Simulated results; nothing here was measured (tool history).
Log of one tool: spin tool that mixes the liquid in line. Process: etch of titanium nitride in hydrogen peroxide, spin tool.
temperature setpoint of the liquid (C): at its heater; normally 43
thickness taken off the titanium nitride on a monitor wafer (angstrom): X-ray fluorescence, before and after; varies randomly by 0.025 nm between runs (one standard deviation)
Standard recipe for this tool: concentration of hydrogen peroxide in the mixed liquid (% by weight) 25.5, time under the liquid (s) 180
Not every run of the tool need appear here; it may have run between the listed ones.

| run | hour | temperature setpoint of the liquid (C) | concentration of hydrogen peroxide in the mixed liquid (% by weight) | time under the liquid (s) | read-back film thickness of the titanium nitride reference wafer, read on the same gauge (nm) | thickness taken off the titanium nitride on a monitor wafer (angstrom) |
|---|---|---|---|---|---|---|
| 1 | 0 | 43 | 25.5 | 180 | 40.01 | 77.7 |
| 2 | 38.2 | 43 | 25.5 | 180 | 40 | 77.9 |
| 3 | 78.3 | 43 | 25.5 | 180 | 40.01 | 78.1 |
| 4 | 128.1 | 48.5 | 25.5 | 180 | 40.02 | 116.4 |
| 5 | 217.6 | 43 | 25.5 | 235 | 40 | 101.2 |
| 6 | 273.6 | 47 | 25.5 | 180 | 39.99 | 104.2 |
| 7 | 353.9 | 39 | 30 | 115 | 39.98 | 37.8 |
|  | 397.9 | new drum of peroxide connected |
| 8 | 440.6 | 49 | 20 | 270 | 39.95 | 173 |
| 9 | 510.2 | 49 | 30 | 180 | 39.98 | 125.4 |
| 10 | 596.5 | 43 | 25.5 | 180 | 39.94 | 77.5 |
|  | 610.4 | heated supply line repaired |
| 11 | 668.5 | 43 | 25.5 | 180 | 40.03 | 77.8 |
| 12 | 726.7 | 43 | 25.5 | 180 | 39.99 | 77.8 |
| 13 | 810.1 | 38.5 | 28 | 275 | 40.01 | 86.2 |
| 14 | 888.4 | 43 | 30 | 240 | 40.02 | 107.9 |
| 15 | 967.5 | 49 | 20.5 | 235 | 40.01 | 150.8 |
|  | 1069.3 | new drum of peroxide connected |
| 16 | 1099.4 | 38.5 | 25.5 | 75 | 39.98 | 23 |
| 17 | 1146.2 | 43 | 27.5 | 120 | 40.02 | 52.6 |
| 18 | 1196 | 43 | 25.5 | 105 | 40.03 | 45.1 |
| 19 | 1396.4 | 43 | 30 | 180 | 39.96 | 81.1 |
|  | 1652.5 | new drum of peroxide connected |
| 20 | 1690.9 | 48 | 25.5 | 145 | 40 | 91.1 |
| 21 | 1753.4 | 43 | 25.5 | 180 | 40.02 | 78 |
|  | 1852.3 | peroxide flow meter replaced |
| 22 | 1873.8 | 48 | 30 | 230 | 40.01 | 149.1 |

The next listed run, before its measurement:
| 23 | 1954.3 | 48 | 22.5 | 180 | ? | ? |

{"run 23": {"read-back film thickness of the titanium nitride reference wafer, read on the same gauge (nm)": 39.96, "thickness taken off the titanium nitride on a monitor wafer (angstrom)": 109.3}}
With the hidden condition absent and the run-to-run variation left alone, this run would have shown thickness taken off the titanium nitride on a monitor wafer (angstrom) 109.3.

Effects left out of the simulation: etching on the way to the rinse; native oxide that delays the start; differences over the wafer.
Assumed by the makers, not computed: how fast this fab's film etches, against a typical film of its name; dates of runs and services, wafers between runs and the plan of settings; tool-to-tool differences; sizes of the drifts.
